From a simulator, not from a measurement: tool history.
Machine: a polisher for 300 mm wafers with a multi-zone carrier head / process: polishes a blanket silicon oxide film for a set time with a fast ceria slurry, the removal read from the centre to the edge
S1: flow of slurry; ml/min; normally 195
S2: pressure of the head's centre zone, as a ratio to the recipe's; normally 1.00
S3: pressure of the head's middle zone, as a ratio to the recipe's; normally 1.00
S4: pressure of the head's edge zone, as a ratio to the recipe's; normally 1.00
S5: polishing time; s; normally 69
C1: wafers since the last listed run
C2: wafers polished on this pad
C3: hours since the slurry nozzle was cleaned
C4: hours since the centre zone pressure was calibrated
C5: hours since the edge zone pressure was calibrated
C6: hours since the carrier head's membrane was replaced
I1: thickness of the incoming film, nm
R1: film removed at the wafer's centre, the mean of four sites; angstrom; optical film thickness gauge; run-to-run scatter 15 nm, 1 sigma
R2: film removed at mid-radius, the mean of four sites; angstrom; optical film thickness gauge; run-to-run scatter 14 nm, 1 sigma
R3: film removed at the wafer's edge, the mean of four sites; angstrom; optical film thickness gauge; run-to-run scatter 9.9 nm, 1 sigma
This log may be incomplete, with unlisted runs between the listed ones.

run,hour,S1,S2,S3,S4,S5,C1,C2,C3,C4,C5,C6,I1,R1,R2,R3
1,0.0,195,1.00,1.00,1.00,69,0,546,131.3,507.7,355.6,110.6,2721.2,10212,9589,10045
2,93.1,195,1.00,1.00,1.00,69,592,1139,224.4,600.8,448.7,203.7,2737.4,10162,9872,10023
# hour 111.5: worn pad replaced by a new one
# hour 126.4: slurry nozzle cleaned
3,182.7,195,1.00,1.00,1.00,69,538,446,56.3,690.4,538.3,293.3,2747.5,10172,9647,10181
# hour 364.8: worn pad replaced by a new one
# hour 365.6: slurry nozzle cleaned
4,430.5,230,1.00,1.00,1.00,69,1547,413,64.9,938.2,786.1,541.1,2753.9,10522,10093,10261
5,482.6,195,1.00,1.00,1.00,69,331,744,117.0,990.3,838.2,593.2,2743.0,10354,9892,9975
# hour 486.9: centre zone pressure recalibrated
6,519.5,195,1.00,1.00,1.00,69,222,967,153.9,32.6,875.1,630.1,2718.8,10323,10035,10096
7,565.6,195,1.00,1.00,1.00,69,293,1260,200.0,78.7,921.2,676.2,2760.0,10527,9853,10098
# hour 576.8: slurry nozzle cleaned
# hour 614.7: worn pad replaced by a new one
8,715.6,260,1.00,1.05,0.95,83,922,642,138.8,228.7,1071.2,826.2,2752.0,13139,12867,12157
# hour 721.7: carrier head's membrane replaced by a new one
9,767.6,195,1.00,1.00,1.00,69,299,941,190.8,280.7,1123.2,45.9,2739.9,10159,9803,9898
# hour 780.3: slurry nozzle cleaned
# hour 836.5: edge zone pressure recalibrated
# hour 845.3: worn pad replaced by a new one
10,854.5,195,1.00,0.92,1.04,69,508,58,74.2,367.6,18.0,132.8,2752.0,9968,9351,10309
11,902.5,195,0.89,1.00,0.92,77,305,363,122.2,415.6,66.0,180.8,2789.9,10487,11037,10911
# hour 974.0: slurry nozzle cleaned
12,978.5,225,0.95,1.00,1.08,90,477,841,4.5,491.6,142.0,256.8,2739.7,12928,12964,13887
13,1071.9,195,1.00,1.00,1.00,69,594,1435,97.9,585.0,235.4,350.2,2744.7,9848,9958,10176
# hour 1085.9: worn pad replaced by a new one
14,1123.4,195,1.00,0.95,0.92,69,302,238,149.4,636.5,286.9,401.7,2765.6,10465,9526,9789

For each entry between runs, how does the tool's hidden state at the last listed run before it compare with that at the first listed run after it?
From run 2 to run 3: worn pad replaced by a new one (hour 111.5); slurry nozzle cleaned (hour 126.4)
  nothing in the hidden state changes from one run to the other
From run 3 to run 4: worn pad replaced by a new one (hour 364.8); slurry nozzle cleaned (hour 365.6)
  nothing in the hidden state changes from one run to the other
From run 5 to run 6: centre zone pressure recalibrated (hour 486.9)
  nothing in the hidden state changes from one run to the other
From run 7 to run 8: slurry nozzle cleaned (hour 576.8); worn pad replaced by a new one (hour 614.7)
  nothing in the hidden state changes from one run to the other
From run 8 to run 9: carrier head's membrane replaced by a new one (hour 721.7)
  nothing in the hidden state changes from one run to the other
From run 9 to run 10: slurry nozzle cleaned (hour 780.3); edge zone pressure recalibrated (hour 836.5); worn pad replaced by a new one (hour 845.3)
  nothing in the hidden state changes from one run to the other
From run 11 to run 12: slurry nozzle cleaned (hour 974.0)
  nothing in the hidden state changes from one run to the other
From run 13 to run 14: worn pad replaced by a new one (hour 1085.9)
  nothing in the hidden state changes from one run to the other

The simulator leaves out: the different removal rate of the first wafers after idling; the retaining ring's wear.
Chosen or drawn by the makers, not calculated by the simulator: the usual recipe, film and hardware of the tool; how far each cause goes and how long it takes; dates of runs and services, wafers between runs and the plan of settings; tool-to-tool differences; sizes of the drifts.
